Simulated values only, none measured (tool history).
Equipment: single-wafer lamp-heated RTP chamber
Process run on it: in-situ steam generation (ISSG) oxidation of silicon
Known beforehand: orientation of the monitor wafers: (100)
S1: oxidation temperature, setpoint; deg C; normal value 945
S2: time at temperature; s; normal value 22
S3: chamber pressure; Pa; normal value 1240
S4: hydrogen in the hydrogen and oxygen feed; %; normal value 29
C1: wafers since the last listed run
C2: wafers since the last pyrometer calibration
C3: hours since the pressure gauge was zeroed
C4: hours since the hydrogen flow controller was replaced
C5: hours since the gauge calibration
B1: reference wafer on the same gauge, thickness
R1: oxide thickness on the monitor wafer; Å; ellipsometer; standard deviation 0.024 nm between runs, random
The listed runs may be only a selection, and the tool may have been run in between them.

run	hour	S1	S2	S3	S4	C1	C2	C3	C4	C5	B1	R1
1	0	945	22	1240	29	0	1814	3502.9	6810.5	6.9	5.84	56.25
2	70.2	945	22	1240	29	596	2410	3573.1	6880.7	77.1	5.838	57
3	127.1	945	22	1240	29	483	2894	3630	6937.6	134	5.835	56.93
4	191.5	955	22	1240	22	547	3441	3694.4	7002	198.4	5.827	55.21
# hour 207.7: pyrometer window cleaned and pyrometer calibrated
5	242.1	955	22	1240	22	362	292	3745	7052.6	249	5.829	54.48
6	271.7	945	24	1240	29	251	543	3774.6	7082.2	278.6	5.823	58
7	342.9	945	22	1240	29	605	1149	3845.8	7153.4	349.8	5.833	56.45
8	375.9	949	22	1240	29	280	1429	3878.8	7186.4	382.8	5.813	57.04
# hour 412.9: gauge calibrated
# hour 441: hydrogen flow controller replaced
9	441.5	928	16	1120	29	489	1919	3944.4	0.5	28.6	5.829	48.6
# hour 471.1: pressure gauge zeroed
10	477.1	931	29	1173	29	234	2153	6	36.1	64.2	5.815	61.46
11	502.1	938	22	1133	32	212	2366	31	61.1	89.2	5.824	57.88
# hour 539.3: pyrometer window cleaned and pyrometer calibrated
12	539.8	945	27	1240	29	252	4	68.7	98.8	126.9	5.832	60.57
13	566.8	939	28	1187	23	229	234	95.7	125.8	153.9	5.834	57.95
14	598.5	931	29	1173	29	269	503	127.4	157.5	185.6	5.841	61.16
15	647.8	955	22	1240	22	419	922	176.7	206.8	234.9	5.823	54.85
16	685.7	945	26	1240	29	322	1244	214.6	244.7	272.8	5.826	60.53

Predict each of these 4 candidate next runs independently; none follows another, all start after run 16:
A	686.1	945	22	1240	32	3	1248	215	245.1	273.2	?	?
B	686.1	945	22	1147	29	3	1248	215	245.1	273.2	?	?
C	686.1	954	22	1080	29	3	1248	215	245.1	273.2	?	?
D	686.1	937	17	1053	32	3	1248	215	245.1	273.2	?	?

run	B1	R1
A	5.825	57.34
B	5.825	56.65
C	5.825	58.62
D	5.825	51.77
Without the tool's hidden state the same runs would have given:
run	R1
A	56.3
B	55.63
C	57.5
D	50.96

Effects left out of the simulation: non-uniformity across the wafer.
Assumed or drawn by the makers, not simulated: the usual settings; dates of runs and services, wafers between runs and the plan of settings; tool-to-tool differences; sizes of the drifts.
